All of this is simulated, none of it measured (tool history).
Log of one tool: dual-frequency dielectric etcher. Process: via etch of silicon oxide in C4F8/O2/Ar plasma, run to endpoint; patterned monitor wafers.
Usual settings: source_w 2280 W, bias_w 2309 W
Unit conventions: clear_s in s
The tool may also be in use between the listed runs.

| run | day | source_w | bias_w | incoming incoming film thickness, nm | clear_s |
|---|---|---|---|---|---|
| 1 | 0 | 2640 | 2309 | 2208.9 | 359.1 |
|  | 2.725 | wet clean of the chamber |
| 2 | 13.338 | 2640 | 2309 | 2179.1 | 358.8 |
| 3 | 17.521 | 2280 | 2309 | 2180.5 | 369.4 |
|  | 20.088 | wet clean of the chamber |
| 4 | 20.108 | 2280 | 2309 | 2168.1 | 374.2 |
| 5 | 21.767 | 2280 | 2461 | 2191.7 | 373.7 |
| 6 | 24.95 | 2280 | 2677 | 2176.3 | 355.9 |
| 7 | 28.154 | 2280 | 2677 | 2176.8 | 350.8 |
|  | 30.862 | source power generator calibrated |
| 8 | 32.2 | 2280 | 2309 | 2172.3 | 366.5 |
| 9 | 34.512 | 2280 | 2309 | 2214.3 | 373.5 |
|  | 37.471 | upper electrode replaced |
| 10 | 38.721 | 2280 | 2309 | 2184.8 | 363.2 |

Run 11 comes next. What will it give?
|  | 41.742 | wet clean of the chamber |
| 11 | 45.288 | 2280 | 2461 | 2205.4 | ? |

clear_s: 381.4 s
Without the tool's hidden state the same run would have given clear_s 381.8 s.
